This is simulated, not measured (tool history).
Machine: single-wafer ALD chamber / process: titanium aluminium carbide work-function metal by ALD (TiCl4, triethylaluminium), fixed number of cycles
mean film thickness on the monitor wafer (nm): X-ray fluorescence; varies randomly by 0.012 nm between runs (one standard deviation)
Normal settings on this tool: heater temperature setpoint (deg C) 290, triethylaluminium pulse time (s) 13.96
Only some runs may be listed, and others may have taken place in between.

| run | hour | heater temperature setpoint (deg C) | triethylaluminium pulse time (s) | wafers since the last listed run | hours since the last thermocouple change | hours since the last triethylaluminium bottle change | hours since the showerhead was replaced | hours since the gauge calibration | read-back reference wafer on the same gauge, thickness_nm | mean film thickness on the monitor wafer (nm) |
|---|---|---|---|---|---|---|---|---|---|---|
| 1 | 0 | 290 | 13.96 | 0 | 1229.4 | 94.6 | 3071.5 | 1339.1 | 2.248 | 1.998 |
| 2 | 58.1 | 290 | 18.09 | 633 | 1287.5 | 152.7 | 3129.6 | 1397.2 | 2.249 | 2.025 |
|  | 164.3 | gauge calibrated |
| 3 | 274.7 | 290 | 18.09 | 2360 | 1504.1 | 369.3 | 3346.2 | 110.4 | 2.25 | 2.002 |
| 4 | 491 | 290 | 18.09 | 2356 | 1720.4 | 585.6 | 3562.5 | 326.7 | 2.251 | 2.025 |
| 5 | 764.2 | 290 | 13.96 | 2977 | 1993.6 | 858.8 | 3835.7 | 599.9 | 2.252 | 2.031 |
| 6 | 800.8 | 290 | 13.96 | 398 | 2030.2 | 895.4 | 3872.3 | 636.5 | 2.248 | 2.001 |
| 7 | 838 | 290 | 13.96 | 405 | 2067.4 | 932.6 | 3909.5 | 673.7 | 2.25 | 1.985 |
|  | 849.9 | triethylaluminium bottle replaced |
| 8 | 879.4 | 290 | 13.96 | 363 | 2108.8 | 29.5 | 3950.9 | 715.1 | 2.251 | 2.023 |
| 9 | 948.4 | 290 | 13.96 | 751 | 2177.8 | 98.5 | 4019.9 | 784.1 | 2.248 | 2.001 |
|  | 965.1 | thermocouple changed; heater temperature recalibrated |
| 10 | 1164.8 | 290 | 13.96 | 2270 | 199.7 | 314.9 | 4236.3 | 1000.5 | 2.249 | 2.006 |
| 11 | 1209.9 | 290 | 13.96 | 491 | 244.8 | 360 | 4281.4 | 1045.6 | 2.247 | 1.987 |
| 12 | 1287.7 | 290 | 13.96 | 847 | 322.6 | 437.8 | 4359.2 | 1123.4 | 2.251 | 2.021 |
|  | 1323.9 | gauge calibrated |
| 13 | 1324.1 | 290 | 19.18 | 396 | 359 | 474.2 | 4395.6 | 0.2 | 2.248 | 2.021 |
| 14 | 1383.4 | 290 | 9.69 | 646 | 418.3 | 533.5 | 4454.9 | 59.5 | 2.246 | 1.939 |
| 15 | 1487 | 290 | 13.96 | 1128 | 521.9 | 637.1 | 4558.5 | 163.1 | 2.252 | 2.009 |
| 16 | 1558.4 | 299 | 19.26 | 778 | 593.3 | 708.5 | 4629.9 | 234.5 | 2.253 | 2.11 |
|  | 1569.4 | showerhead replaced |
| 17 | 1594.4 | 298 | 18.3 | 305 | 629.3 | 744.5 | 25 | 270.5 | 2.247 | 2.099 |
| 18 | 1663 | 290 | 13.96 | 747 | 697.9 | 813.1 | 93.6 | 339.1 | 2.248 | 2.021 |
| 19 | 1743 | 276 | 18.59 | 871 | 777.9 | 893.1 | 173.6 | 419.1 | 2.251 | 1.862 |
|  | 1803 | triethylaluminium bottle replaced |
| 20 | 1846.1 | 290 | 13.96 | 1036 | 881 | 43.1 | 276.7 | 522.2 | 2.25 | 2.013 |
| 21 | 1914.9 | 300 | 11.34 | 749 | 949.8 | 111.9 | 345.5 | 591 | 2.248 | 2.092 |
| 22 | 2017.6 | 275 | 13.96 | 1119 | 1052.5 | 214.6 | 448.2 | 693.7 | 2.249 | 1.857 |
| 23 | 2054.9 | 290 | 16.07 | 406 | 1089.8 | 251.9 | 485.5 | 731 | 2.247 | 2.009 |
| 24 | 2124.1 | 294 | 10.54 | 754 | 1159 | 321.1 | 554.7 | 800.2 | 2.252 | 2.02 |
| 25 | 2167.8 | 294 | 11.93 | 476 | 1202.7 | 364.8 | 598.4 | 843.9 | 2.251 | 2.038 |

What if the next run were any one of these 5? Each begins from the tool's condition after run 25:
| A | 2168.2 | 290 | 13.96 | 4 | 1203.1 | 365.2 | 598.8 | 844.3 | ? | ? |
| B | 2168.2 | 303 | 10.02 | 4 | 1203.1 | 365.2 | 598.8 | 844.3 | ? | ? |
| C | 2168.2 | 302 | 16.4 | 4 | 1203.1 | 365.2 | 598.8 | 844.3 | ? | ? |
| D | 2168.2 | 286 | 10.4 | 4 | 1203.1 | 365.2 | 598.8 | 844.3 | ? | ? |
| E | 2168.2 | 294 | 9.71 | 4 | 1203.1 | 365.2 | 598.8 | 844.3 | ? | ? |

| run | read-back reference wafer on the same gauge, thickness_nm | mean film thickness on the monitor wafer (nm) |
|---|---|---|
| A | 2.255 | 2.006 |
| B | 2.255 | 2.084 |
| C | 2.255 | 2.141 |
| D | 2.255 | 1.922 |
| E | 2.255 | 1.984 |
With no hidden state in the tool, these same runs would have given:
| run | mean film thickness on the monitor wafer (nm) |
|---|---|
| A | 2.006 |
| B | 2.084 |
| C | 2.141 |
| D | 1.922 |
| E | 1.984 |
